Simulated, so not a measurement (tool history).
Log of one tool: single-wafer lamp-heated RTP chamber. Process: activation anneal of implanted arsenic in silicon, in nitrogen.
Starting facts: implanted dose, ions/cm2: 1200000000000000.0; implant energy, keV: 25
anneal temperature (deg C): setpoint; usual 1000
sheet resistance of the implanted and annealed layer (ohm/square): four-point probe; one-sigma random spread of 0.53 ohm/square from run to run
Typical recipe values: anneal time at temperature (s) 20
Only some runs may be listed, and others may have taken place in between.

run   hour  anneal temperature (deg C)  anneal time at temperature (s)  read-back reference wafer on the same gauge, sheet resistance  sheet resistance of the implanted and annealed layer (ohm/square)
  1      0                        1000                              20                                                         128.94                                                             119.67
  2   13.4                        1000                              20                                                         128.99                                                             118.98
  3   43.5                        1000                              20                                                         128.83                                                             119.06
  4   77.3                        1000                              22                                                         128.99                                                             118.74
  5   99.8                        1000                              22                                                         128.85                                                             117.94
  6  207.7                        1000                              22                                                         128.99                                                             117.94
  7  230.5                        1021                              20                                                         129.04                                                             113.94
  8  265.2                        1021                              20                                                          129.1                                                              115.2
  9  294.4                        1000                              14                                                         128.95                                                             123.05
 10  322.2                        1006                              20                                                         128.86                                                             118.46
 11  351.9                        1000                              20                                                         128.98                                                             120.14
 12  371.4                         984                              16                                                         129.08                                                             125.95
 13  393.2                        1000                              20                                                         128.96                                                             120.76
 14    410                        1000                              22                                                         128.85                                                              118.3
 15  438.4                        1000                              10                                                         129.19                                                              125.8
 16  455.9                        1000                              25                                                         128.88                                                             117.79
 17  478.6                         972                              28                                                         129.07                                                             125.28
 18    514                         992                              20                                                         129.01                                                             122.12
 19  538.8                        1011                              24                                                         128.91                                                             115.11
 20  571.8                        1024                              15                                                            129                                                             116.29
 21    614                        1000                              20                                                         128.94                                                             119.15

Withheld: 3 entries from between the runs. Position of each, and hidden state at the listed run before versus the listed run after:
After run 5, before run 6: gauge calibrated (hour 206.5)
  both runs share identical hidden conditions
After run 8, before run 9: reflector plate cleaned (hour 286.6)
  both runs share identical hidden conditions
After run 10, before run 11: pyrometer window cleaned and pyrometer calibrated (hour 342.3)
  both runs share identical hidden conditions

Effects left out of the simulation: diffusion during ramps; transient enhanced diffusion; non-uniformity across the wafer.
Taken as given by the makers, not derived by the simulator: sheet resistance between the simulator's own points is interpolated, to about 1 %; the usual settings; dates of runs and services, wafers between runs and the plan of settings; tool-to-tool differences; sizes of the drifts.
